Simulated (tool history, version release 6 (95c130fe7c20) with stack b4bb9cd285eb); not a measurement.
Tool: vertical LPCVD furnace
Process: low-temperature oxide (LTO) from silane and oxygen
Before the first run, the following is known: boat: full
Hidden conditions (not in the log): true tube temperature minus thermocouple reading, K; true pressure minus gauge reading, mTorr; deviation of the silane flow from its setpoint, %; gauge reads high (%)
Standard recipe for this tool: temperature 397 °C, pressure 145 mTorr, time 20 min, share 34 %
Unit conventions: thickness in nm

run     day  temperature  pressure  time  share  wafers since the last listed run  hours since the last temperature calibration  hours since the pressure gauge was zeroed  hours since the silane flow controller was replaced  hours since the gauge calibration  read-back reference wafer on the same gauge, thickness  thickness
  1   0.000          397       145    20     34                                 0                                        4204.7                                     4342.0                                               2055.7                              186.4                                                  105.50      93.40
  2   0.800          397       145    15     30                               248                                        4223.9                                     4361.2                                               2074.9                              205.6                                                  105.50      59.08
  3   1.462          397       145    15     30                               206                                        4239.8                                     4377.1                                               2090.8                              221.5                                                  105.46      58.94
  4   1.875          397       145    15     30                               128                                        4249.7                                     4387.0                                               2100.7                              231.4                                                  105.45      59.18
  5   2.288          397       145    20     34                               128                                        4259.6                                     4396.9                                               2110.6                              241.3                                                  105.51      93.42
      4.146  -- thermocouples replaced and temperature profile calibrated
  6   4.167          397       145    20     34                               273                                           0.5                                     4442.0                                               2155.7                              286.4                                                  105.51      93.14
  7   4.367          397       145    20     34                                62                                           5.3                                     4446.8                                               2160.5                              291.2                                                  105.48      93.30
  8   4.929          397       145    15     34                               174                                          18.8                                     4460.3                                               2174.0                              304.7                                                  105.50      70.15
  9   5.292          397       145    15     34                               112                                          27.5                                     4469.0                                               2182.7                              313.4                                                  105.49      69.97
      5.783  -- gauge calibrated
 10   6.308          397       145    15     34                               316                                          51.9                                     4493.4                                               2207.1                               12.6                                                  105.45      69.94
      7.412  -- pressure gauge zeroed
 11   7.433          397       145    14     34                                38                                          78.9                                        0.5                                               2234.1                               39.6                                                  105.47      65.41
 12   7.633          397       145    14     34                                62                                          83.7                                        5.3                                               2238.9                               44.4                                                  105.48      65.37
      8.654  -- silane flow controller replaced
 13   8.675          393       145    20     34                                12                                         108.7                                       30.3                                                  0.5                               69.4                                                  105.45      84.33
 14   8.875          397       145    20     34                                62                                         113.5                                       35.1                                                  5.3                               74.2                                                  105.55      88.45
 15   9.075          405       165    15     40                                62                                         118.3                                       39.9                                                 10.1                               79.0                                                  105.51     101.64
 16   9.350          387       180    20     37                                85                                         124.9                                       46.5                                                 16.7                               85.6                                                  105.50     109.55
 17   9.729          397       145    20     34                               117                                         134.0                                       55.6                                                 25.8                               94.7                                                  105.53      88.59
 18  10.338          388       175    20     34                               189                                         148.6                                       70.2                                                 40.4                              109.3                                                  105.44      95.90
 19  10.858          397       145    15     30                               161                                         161.1                                       82.7                                                 52.9                              121.8                                                  105.52      55.61
 20  11.179          397       145    20     31                                99                                         168.8                                       90.4                                                 60.6                              129.5                                                  105.51      77.96
 21  11.521          391       130    14     29                               106                                         177.0                                       98.6                                                 68.8                              137.7                                                  105.48      41.28
 22  11.821          397       145    20     39                                93                                         184.2                                      105.8                                                 76.0                              144.9                                                  105.50     106.08
 23  12.138          397       120    20     38                                98                                         191.8                                      113.4                                                 83.6                              152.5                                                  105.51      85.22
 24  12.825          397       145    20     34                               213                                         208.3                                      129.9                                                100.1                              169.0                                                  105.50      89.05

Each row is a separate what-if for the run after 24, all from the same tool condition, not one after another. Results?
  A  13.029          397       145    20     34                                63                                         213.2                                      134.8                                                105.0                              173.9                                                       ?          ?
  B  13.029          390       145    20     39                                63                                         213.2                                      134.8                                                105.0                              173.9                                                       ?          ?
  C  13.029          397       145    20     32                                63                                         213.2                                      134.8                                                105.0                              173.9                                                       ?          ?

run  read-back reference wafer on the same gauge, thickness  thickness
  A                                                  105.45      89.07
  B                                                  105.45      98.32
  C                                                  105.45      81.85
The same runs, with their run-to-run variation unchanged, on a tool lacking any hidden condition would have given:
run  thickness
  A      88.85
  B      98.12
  C      81.64

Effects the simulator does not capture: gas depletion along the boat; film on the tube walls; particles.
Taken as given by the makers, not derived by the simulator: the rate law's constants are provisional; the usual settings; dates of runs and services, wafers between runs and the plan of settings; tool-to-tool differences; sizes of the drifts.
